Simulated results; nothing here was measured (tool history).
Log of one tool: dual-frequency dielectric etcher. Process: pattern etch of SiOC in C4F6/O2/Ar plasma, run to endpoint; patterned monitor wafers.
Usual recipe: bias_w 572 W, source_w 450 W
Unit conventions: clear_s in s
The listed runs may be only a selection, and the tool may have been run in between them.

run    hour  bias_w  source_w  wafers since the last listed run  hours since the last wet clean  hours since the last bias power generator calibration  hours since the last source power generator calibration  hours since the last upper electrode change  incoming incoming film thickness, nm  clear_s
  1       0     538       450                                 0                           277.8                                                 1387.6                                                   2695.6                                       4279.2                                 37.69     12.3
  2    48.4     538       450                               547                           326.2                                                   1436                                                     2744                                       4327.6                                 37.66     12.4
  3    91.2     538       450                               484                             369                                                 1478.8                                                   2786.8                                       4370.4                                 37.27     12.3
      167.1  -- wet clean of the chamber
  4   167.6     572       450                               592                             0.5                                                 1555.2                                                   2863.2                                       4446.8                                 37.77     11.8
  5   221.8     572       450                               613                            54.7                                                 1609.4                                                   2917.4                                         4501                                 37.52     11.7
  6   269.6     572       450                               540                           102.5                                                 1657.2                                                   2965.2                                       4548.8                                 37.43     11.7
  7   335.7     572       490                               747                           168.6                                                 1723.3                                                   3031.3                                       4614.9                                 37.69     11.6
  8   394.3     572       490                               663                           227.2                                                 1781.9                                                   3089.9                                       4673.5                                 37.43     11.4
  9   421.9     572       490                               312                           254.8                                                 1809.5                                                   3117.5                                       4701.1                                 37.63     11.5
 10   477.3     536       530                               626                           310.2                                                 1864.9                                                   3172.9                                       4756.5                                 37.98     11.5
      542.1  -- wet clean of the chamber
 11   542.6     536       530                               467                             0.5                                                 1930.2                                                   3238.2                                       4821.8                                 37.41     10.5
 12   551.5     477       520                               100                             9.4                                                 1939.1                                                   3247.1                                       4830.7                                 37.79     11.2
      660.3  -- bias power generator calibrated
 13   735.9     572       520                              2041                           193.8                                                   75.6                                                   3431.5                                       5015.1                                 37.55     10.8
 14   777.6     572       360                               471                           235.5                                                  117.3                                                   3473.2                                       5056.8                                 37.16     12.2
 15     803     523       450                               287                           260.9                                                  142.7                                                   3498.6                                       5082.2                                 37.62     11.7
      833.6  -- wet clean of the chamber, repeated, since the last time left the tool worse
 16   856.8     609       350                               337                            23.2                                                  196.5                                                   3552.4                                         5136                                 37.74     12.8
        926  -- source power generator calibrated
     1018.7  -- upper electrode replaced
 17  1021.5     679       550                              1546                           187.9                                                  361.2                                                     95.5                                          2.8                                 37.21     10.4
 18    1075     572       350                               605                           241.4                                                  414.7                                                      149                                         56.3                                 37.53     13.2
 19  1118.3     572       450                               489                           284.7                                                    458                                                    192.3                                         99.6                                 37.32     11.9
 20  1183.2     673       500                               734                           349.6                                                  522.9                                                    257.2                                        164.5                                 37.21     10.9
     1209.1  -- wet clean of the chamber
 21  1238.5     572       450                               354                            29.4                                                  578.2                                                    312.5                                        219.8                                 38.23     11.9
 22  1292.4     572       450                               609                            83.3                                                  632.1                                                    366.4                                        273.7                                 37.67     11.7
 23  1319.7     572       450                               308                           110.6                                                  659.4                                                    393.7                                          301                                 37.34     11.7

Subtracting, for every run, the result it would have given without the tool's unlogged condition from the measured result gives the following. The same run-to-run variation enters both numbers; the gauge's scatter may not:
Hidden conditions of the tool in this case: etch rate over this chamber's usual, %; bias power that arrives over what is set, %; source power that arrives over what is set, %.
run  clear_s
  1     +0.3
  2     +0.4
  3     +0.5
  4       +0
  5       +0
  6     +0.1
  7     +0.1
  8     +0.1
  9     +0.2
 10     +0.3
 11     -0.6
 12     -0.6
 13     -0.4
 14     -0.4
 15     -0.3
 16       +0
 17     +0.2
 18     +0.3
 19     +0.3
 20     +0.3
 21       +0
 22       +0
 23     +0.1
